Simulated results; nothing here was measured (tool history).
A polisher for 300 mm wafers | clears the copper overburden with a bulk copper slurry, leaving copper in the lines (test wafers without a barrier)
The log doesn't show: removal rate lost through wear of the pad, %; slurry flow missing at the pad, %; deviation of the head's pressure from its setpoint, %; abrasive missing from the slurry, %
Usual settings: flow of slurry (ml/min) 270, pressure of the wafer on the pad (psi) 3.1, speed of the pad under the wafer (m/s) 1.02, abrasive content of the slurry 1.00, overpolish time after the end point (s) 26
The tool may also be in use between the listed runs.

run,hour,flow of slurry (ml/min),pressure of the wafer on the pad (psi),speed of the pad under the wafer (m/s),abrasive content of the slurry,overpolish time after the end point (s),wafers since the last listed run,wafers polished on this pad,hours since the slurry nozzle was cleaned,hours since the head pressure was calibrated,hours since the slurry blender was calibrated,"incoming thickness of the incoming film, nm",time until the end point was called (s),dishing of a wide line in a test structure (Å)
1,0.0,270,3.5,1.02,1.00,26,0,5215,203.1,73.3,73.3,1045.1,81.8,1023
2,41.7,270,3.5,1.02,1.00,26,381,5596,244.8,115.0,115.0,1032.3,81.7,993
3,98.9,270,3.5,1.02,1.00,26,523,6120,302.0,172.2,172.2,1039.7,81.2,1008
4,136.3,270,3.1,1.02,1.00,26,342,6463,339.4,209.6,209.6,1019.3,91.8,971
5,187.7,205,3.1,1.02,1.00,38,470,6933,390.8,261.0,261.0,1051.5,98.0,1017
# hour 196.7: worn pad replaced by a new one
6,238.1,295,3.1,1.02,1.00,26,424,378,441.2,311.4,311.4,1050.1,95.3,943
7,320.8,270,3.1,1.28,1.00,26,757,1136,523.9,394.1,394.1,1034.6,75.1,984
8,403.6,270,3.1,1.02,1.00,38,758,1894,606.7,476.9,476.9,1030.7,95.6,1013
9,464.2,270,3.5,1.02,1.00,26,554,2449,667.3,537.5,537.5,1053.5,85.9,985
10,555.5,270,3.1,1.02,1.00,26,836,3285,758.6,628.8,628.8,1022.5,95.0,944
11,654.7,270,3.1,0.68,1.00,26,908,4193,857.8,728.0,728.0,1042.7,151.5,798
# hour 685.8: slurry blender recalibrated
# hour 685.9: slurry nozzle cleaned
12,710.7,270,3.6,1.16,1.15,26,494,4687,24.8,784.0,24.9,1041.2,65.8,1076
13,812.0,270,3.1,1.02,1.00,26,927,5615,126.1,885.3,126.2,1028.3,90.4,923
14,897.9,180,3.1,1.02,1.00,26,786,6401,212.0,971.2,212.1,1023.4,97.4,922
# hour 911.0: worn pad replaced by a new one
15,948.7,270,3.1,1.02,1.00,26,428,345,262.8,1022.0,262.9,1034.9,93.9,937
16,1047.7,270,3.1,0.84,1.25,39,906,1252,361.8,1121.0,361.9,1040.9,106.2,1004
17,1096.3,270,3.1,1.20,1.00,26,445,1697,410.4,1169.6,410.5,1039.9,81.5,963
# hour 1146.8: head pressure recalibrated
18,1197.2,270,3.1,1.02,1.00,26,905,2602,511.3,50.4,511.4,1054.2,96.0,928
19,1263.4,270,2.8,1.02,1.00,26,606,3208,577.5,116.6,577.6,1026.4,106.2,913
20,1347.8,270,3.1,1.02,1.00,26,772,3981,661.9,201.0,662.0,1030.9,94.3,930
# hour 1351.3: slurry blender recalibrated
21,1435.5,270,3.1,1.02,1.00,26,784,4766,749.6,288.7,84.2,1027.7,94.8,938
# hour 1534.5: slurry nozzle cleaned
# hour 1589.1: worn pad replaced by a new one
22,1591.6,330,3.1,1.02,0.90,20,1383,23,57.1,444.8,240.3,1025.8,92.1,862
23,1634.0,270,3.1,1.02,1.00,33,388,411,99.5,487.2,282.7,1033.1,91.9,996
24,1724.7,270,3.1,0.86,1.00,26,830,1241,190.2,577.9,373.4,1044.2,112.3,914
25,1825.2,185,2.4,1.02,1.15,13,920,2162,290.7,678.4,473.9,1024.2,117.7,586
26,1870.2,365,2.4,1.02,0.90,40,412,2574,335.7,723.4,518.9,1046.4,123.1,880
27,1948.4,270,3.1,1.02,1.25,26,716,3290,413.9,801.6,597.1,1055.0,88.2,960

Hidden state or all else? Some run-to-run changes of time until the end point was called (s), split into what the settings, what came in and random variation would give without the hidden state, and what is left for the hidden state (with any gauge scatter that isn't in both results):
Run 10 -> 11: speed of the pad under the wafer (m/s) 1.02 -> 0.68. time until the end point was called (s) +56.5: hidden state +6.5, all else +50.0.
Run 11 -> 12: pressure of the wafer on the pad (psi) 3.1 -> 3.6, speed of the pad under the wafer (m/s) 0.68 -> 1.16, abrasive content of the slurry 1.00 -> 1.15, slurry blender recalibrated, slurry nozzle cleaned. time until the end point was called (s) -85.7: hidden state -13.2, all else -72.5.
